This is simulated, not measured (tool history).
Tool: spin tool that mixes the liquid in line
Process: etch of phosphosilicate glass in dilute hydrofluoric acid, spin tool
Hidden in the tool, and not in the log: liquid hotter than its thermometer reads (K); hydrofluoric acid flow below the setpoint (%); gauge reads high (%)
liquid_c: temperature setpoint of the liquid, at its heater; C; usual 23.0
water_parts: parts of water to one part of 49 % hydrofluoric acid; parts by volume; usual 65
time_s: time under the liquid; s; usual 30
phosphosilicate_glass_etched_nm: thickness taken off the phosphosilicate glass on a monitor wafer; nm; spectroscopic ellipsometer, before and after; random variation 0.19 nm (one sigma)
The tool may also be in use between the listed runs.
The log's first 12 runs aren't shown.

| run | hour | liquid_c | water_parts | time_s | wafers since the last listed run | hours since the thermometer was replaced | hours since the hydrofluoric acid flow meter was replaced | hours since the gauge calibration | read-back film thickness of the phosphosilicate glass reference wafer, read on the same gauge (nm) | phosphosilicate_glass_etched_nm |
|---|---|---|---|---|---|---|---|---|---|---|
| 13 | 576.7 | 23.0 | 55 | 45 | 595 | 108.4 | 629.0 | 126.6 | 59.99 | 53.89 |
| 14 | 645.3 | 23.0 | 45 | 20 | 754 | 177.0 | 697.6 | 195.2 | 59.99 | 29.56 |
| 15 | 675.3 | 23.0 | 65 | 30 | 329 | 207.0 | 727.6 | 225.2 | 59.98 | 30.15 |
| 16 | 708.3 | 23.0 | 90 | 15 | 362 | 240.0 | 760.6 | 258.2 | 59.99 | 10.57 |
| 17 | 775.8 | 23.0 | 65 | 30 | 742 | 307.5 | 828.1 | 325.7 | 60.04 | 30.16 |
| 18 | 836.0 | 23.0 | 75 | 30 | 661 | 367.7 | 888.3 | 385.9 | 59.97 | 26.10 |
| 19 | 864.8 | 23.0 | 65 | 30 | 316 | 396.5 | 917.1 | 414.7 | 59.94 | 30.59 |
| 20 | 889.2 | 19.0 | 55 | 45 | 268 | 420.9 | 941.5 | 439.1 | 60.01 | 46.50 |
|  | 1040.2 | hydrofluoric acid flow meter replaced |
| 21 | 1048.7 | 19.5 | 65 | 30 | 1742 | 580.4 | 8.5 | 598.6 | 59.96 | 26.30 |
| 22 | 1100.5 | 25.0 | 65 | 30 | 569 | 632.2 | 60.3 | 650.4 | 60.00 | 33.38 |
| 23 | 1162.6 | 19.5 | 95 | 30 | 682 | 694.3 | 122.4 | 712.5 | 59.97 | 17.47 |
| 24 | 1234.2 | 27.5 | 65 | 50 | 787 | 765.9 | 194.0 | 784.1 | 60.01 | 61.34 |
| 25 | 1336.3 | 24.5 | 85 | 45 | 1122 | 868.0 | 296.1 | 886.2 | 60.01 | 36.58 |
| 26 | 1385.1 | 19.5 | 90 | 50 | 536 | 916.8 | 344.9 | 935.0 | 60.00 | 31.27 |
| 27 | 1449.0 | 28.0 | 55 | 40 | 702 | 980.7 | 408.8 | 998.9 | 60.01 | 61.48 |
| 28 | 1478.7 | 19.0 | 65 | 30 | 326 | 1010.4 | 438.5 | 1028.6 | 59.99 | 26.34 |
| 29 | 1519.6 | 20.5 | 75 | 30 | 449 | 1051.3 | 479.4 | 1069.5 | 60.00 | 24.22 |
| 30 | 1574.6 | 23.0 | 65 | 30 | 604 | 1106.3 | 534.4 | 1124.5 | 59.99 | 31.00 |
| 31 | 1616.1 | 18.5 | 85 | 45 | 456 | 1147.8 | 575.9 | 1166.0 | 59.98 | 29.34 |

Forecast each of these 5 alternatives for the next run:
| A | 1616.5 | 23.0 | 65 | 30 | 4 | 1148.2 | 576.3 | 1166.4 | ? | ? |
| B | 1616.5 | 27.5 | 55 | 30 | 4 | 1148.2 | 576.3 | 1166.4 | ? | ? |
| C | 1616.5 | 18.5 | 50 | 20 | 4 | 1148.2 | 576.3 | 1166.4 | ? | ? |
| D | 1616.5 | 25.5 | 50 | 40 | 4 | 1148.2 | 576.3 | 1166.4 | ? | ? |
| E | 1616.5 | 23.0 | 75 | 45 | 4 | 1148.2 | 576.3 | 1166.4 | ? | ? |

| run | read-back film thickness of the phosphosilicate glass reference wafer, read on the same gauge (nm) | phosphosilicate_glass_etched_nm |
|---|---|---|
| A | 60.01 | 31.42 |
| B | 60.01 | 45.08 |
| C | 60.01 | 23.02 |
| D | 60.01 | 61.50 |
| E | 60.01 | 40.32 |
Without the tool's hidden state the same runs would have given:
| run | phosphosilicate_glass_etched_nm |
|---|---|
| A | 29.73 |
| B | 42.71 |
| C | 21.72 |
| D | 58.21 |
| E | 38.16 |
